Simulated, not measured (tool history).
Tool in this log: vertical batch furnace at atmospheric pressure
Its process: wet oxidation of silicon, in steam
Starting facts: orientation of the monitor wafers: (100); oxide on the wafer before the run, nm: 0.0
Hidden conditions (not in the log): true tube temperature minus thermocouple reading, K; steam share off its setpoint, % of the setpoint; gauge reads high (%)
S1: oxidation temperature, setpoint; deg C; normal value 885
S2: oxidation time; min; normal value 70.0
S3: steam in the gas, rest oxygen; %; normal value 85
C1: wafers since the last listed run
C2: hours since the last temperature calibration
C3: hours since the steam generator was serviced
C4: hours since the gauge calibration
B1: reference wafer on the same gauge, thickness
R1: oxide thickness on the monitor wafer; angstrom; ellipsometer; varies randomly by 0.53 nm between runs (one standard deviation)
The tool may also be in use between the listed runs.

run	hour	S1	S2	S3	C1	C2	C3	C4	B1	R1
1	0.0	885	70.0	85	0	2295.4	422.8	116.3	151.02	1287.5
2	67.1	885	70.0	85	671	2362.5	489.9	183.4	151.14	1283.8
3	148.3	885	70.0	85	812	2443.7	571.1	264.6	151.49	1298.1
4	252.9	885	70.0	85	1046	2548.3	675.7	369.2	151.77	1304.8
5	425.8	885	70.0	85	1729	2721.2	848.6	542.1	152.59	1311.6
6	497.8	885	70.0	85	720	2793.2	920.6	614.1	152.87	1298.6
7	571.8	885	70.0	85	740	2867.2	994.6	688.1	153.29	1305.1
8	661.8	885	70.0	85	900	2957.2	1084.6	778.1	153.43	1293.1
9	706.5	885	70.0	85	447	3001.9	1129.3	822.8	153.86	1315.8
# hour 782.3: gauge calibrated
10	788.9	885	70.0	85	824	3084.3	1211.7	6.6	150.73	1280.2
11	847.1	885	70.0	89	582	3142.5	1269.9	64.8	150.95	1345.9
12	907.6	885	70.0	89	605	3203.0	1330.4	125.3	151.15	1344.6
13	993.8	908	60.0	94	862	3289.2	1416.6	211.5	151.66	1722.7
# hour 1028.2: thermocouples replaced and temperature profile calibrated
14	1098.9	885	70.0	81	811	70.7	1521.7	316.6	151.70	1234.8
15	1180.0	897	43.0	95	811	151.8	1602.8	397.7	152.16	1097.3
16	1276.6	885	96.5	93	966	248.4	1699.4	494.3	152.64	1901.3
17	1349.0	908	70.0	73	724	320.8	1771.8	566.7	152.67	1582.1
18	1408.6	867	70.0	81	596	380.4	1831.4	626.3	153.27	929.3
19	1460.8	894	49.0	85	522	432.6	1883.6	678.5	153.12	1078.4
# hour 1491.2: steam generator serviced
20	1513.4	874	70.0	89	286	485.2	22.2	731.1	153.15	1147.1
21	1608.6	885	70.0	85	952	580.4	117.4	826.3	153.79	1309.2
22	1679.0	874	70.0	89	704	650.8	187.8	896.7	153.80	1148.0
23	1765.0	885	70.0	85	860	736.8	273.8	982.7	153.82	1321.2
# hour 1860.7: gauge calibrated
24	1864.8	885	70.0	85	998	836.6	373.6	4.1	151.05	1289.3

The same runs without the tool's hidden state, with the same run-to-run variation:
run	R1
1	1286.4
2	1280.8
3	1292.7
4	1296.3
5	1298.0
6	1283.0
7	1287.2
8	1272.8
9	1293.8
10	1281.7
11	1345.6
12	1342.4
13	1716.6
14	1227.4
15	1088.8
16	1882.4
17	1563.8
18	917.3
19	1063.3
20	1129.6
21	1286.5
22	1126.3
23	1293.8
24	1286.9

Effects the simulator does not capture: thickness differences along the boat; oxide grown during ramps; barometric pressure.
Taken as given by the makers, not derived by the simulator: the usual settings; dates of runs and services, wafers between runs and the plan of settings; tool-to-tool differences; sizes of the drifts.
